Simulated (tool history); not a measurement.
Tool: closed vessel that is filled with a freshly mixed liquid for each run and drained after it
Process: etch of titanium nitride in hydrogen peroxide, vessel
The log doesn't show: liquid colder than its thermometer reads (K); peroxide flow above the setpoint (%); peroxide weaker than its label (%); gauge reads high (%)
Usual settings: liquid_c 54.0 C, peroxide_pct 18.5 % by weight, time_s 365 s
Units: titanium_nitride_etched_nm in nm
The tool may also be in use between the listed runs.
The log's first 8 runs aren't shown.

| run | hour | liquid_c | peroxide_pct | time_s | wafers since the last listed run | hours since the thermometer was replaced | hours since the peroxide flow meter was replaced | hours since the drum of peroxide was connected | hours since the gauge calibration | read-back film thickness of the titanium nitride reference wafer, read on the same gauge (nm) | titanium_nitride_etched_nm |
|---|---|---|---|---|---|---|---|---|---|---|---|
|  | 377.0 | peroxide flow meter replaced |
| 9 | 399.0 | 54.0 | 18.5 | 365 | 2443 | 1855.3 | 22.0 | 748.9 | 1652.1 | 59.97 | 15.67 |
|  | 433.5 | gauge calibrated |
| 10 | 467.8 | 54.0 | 18.5 | 365 | 6567 | 1924.1 | 90.8 | 817.7 | 34.3 | 60.00 | 15.72 |
| 11 | 539.4 | 54.0 | 18.5 | 365 | 6835 | 1995.7 | 162.4 | 889.3 | 105.9 | 59.97 | 15.32 |
| 12 | 599.3 | 54.0 | 18.5 | 365 | 5718 | 2055.6 | 222.3 | 949.2 | 165.8 | 59.93 | 15.03 |
| 13 | 720.5 | 51.0 | 16.5 | 270 | 11569 | 2176.8 | 343.5 | 1070.4 | 287.0 | 60.02 | 8.97 |
| 14 | 777.5 | 54.0 | 18.5 | 365 | 5441 | 2233.8 | 400.5 | 1127.4 | 344.0 | 60.02 | 14.95 |
| 15 | 806.6 | 54.0 | 18.5 | 250 | 2777 | 2262.9 | 429.6 | 1156.5 | 373.1 | 59.97 | 10.30 |
| 16 | 871.1 | 49.0 | 15.5 | 285 | 6157 | 2327.4 | 494.1 | 1221.0 | 437.6 | 60.06 | 7.75 |
| 17 | 908.4 | 54.0 | 18.5 | 365 | 3560 | 2364.7 | 531.4 | 1258.3 | 474.9 | 59.99 | 14.85 |
|  | 920.9 | new drum of peroxide connected |
|  | 938.2 | thermometer replaced |
| 18 | 1069.9 | 54.0 | 18.5 | 365 | 15226 | 131.7 | 692.9 | 149.0 | 636.4 | 60.01 | 17.07 |
| 19 | 1099.2 | 54.0 | 18.5 | 365 | 2797 | 161.0 | 722.2 | 178.3 | 665.7 | 60.04 | 17.25 |
| 20 | 1156.7 | 64.0 | 18.5 | 480 | 5489 | 218.5 | 779.7 | 235.8 | 723.2 | 59.94 | 44.11 |
| 21 | 1184.8 | 54.0 | 23.5 | 195 | 2682 | 246.6 | 807.8 | 263.9 | 751.3 | 59.95 | 9.63 |
| 22 | 1239.8 | 60.5 | 18.5 | 365 | 5250 | 301.6 | 862.8 | 318.9 | 806.3 | 60.01 | 26.52 |
| 23 | 1273.7 | 58.0 | 16.0 | 365 | 3236 | 335.5 | 896.7 | 352.8 | 840.2 | 60.02 | 21.49 |
| 24 | 1313.6 | 54.0 | 18.5 | 510 | 3808 | 375.4 | 936.6 | 392.7 | 880.1 | 59.99 | 23.26 |
| 25 | 1341.7 | 54.0 | 18.5 | 365 | 2682 | 403.5 | 964.7 | 420.8 | 908.2 | 59.98 | 17.16 |
| 26 | 1412.5 | 59.5 | 18.5 | 495 | 6758 | 474.3 | 1035.5 | 491.6 | 979.0 | 59.94 | 33.50 |
| 27 | 1462.4 | 54.0 | 18.5 | 580 | 4763 | 524.2 | 1085.4 | 541.5 | 1028.9 | 59.98 | 26.33 |
| 28 | 1502.2 | 63.5 | 18.5 | 365 | 3799 | 564.0 | 1125.2 | 581.3 | 1068.7 | 60.00 | 31.84 |
| 29 | 1570.6 | 63.5 | 16.0 | 365 | 6529 | 632.4 | 1193.6 | 649.7 | 1137.1 | 60.02 | 30.96 |
| 30 | 1636.1 | 46.0 | 18.5 | 275 | 6252 | 697.9 | 1259.1 | 715.2 | 1202.6 | 59.97 | 7.06 |

Forecast each of these 3 alternatives for the next run:
| A | 1636.9 | 54.0 | 18.5 | 365 | 76 | 698.7 | 1259.9 | 716.0 | 1203.4 | ? | ? |
| B | 1636.9 | 54.0 | 20.5 | 485 | 76 | 698.7 | 1259.9 | 716.0 | 1203.4 | ? | ? |
| C | 1636.9 | 54.0 | 23.5 | 365 | 76 | 698.7 | 1259.9 | 716.0 | 1203.4 | ? | ? |

| run | read-back film thickness of the titanium nitride reference wafer, read on the same gauge (nm) | titanium_nitride_etched_nm |
|---|---|---|
| A | 59.96 | 16.52 |
| B | 59.96 | 22.44 |
| C | 59.96 | 17.39 |
Without the tool's hidden state the same runs would have given:
| run | titanium_nitride_etched_nm |
|---|---|
| A | 17.35 |
| B | 23.56 |
| C | 18.26 |
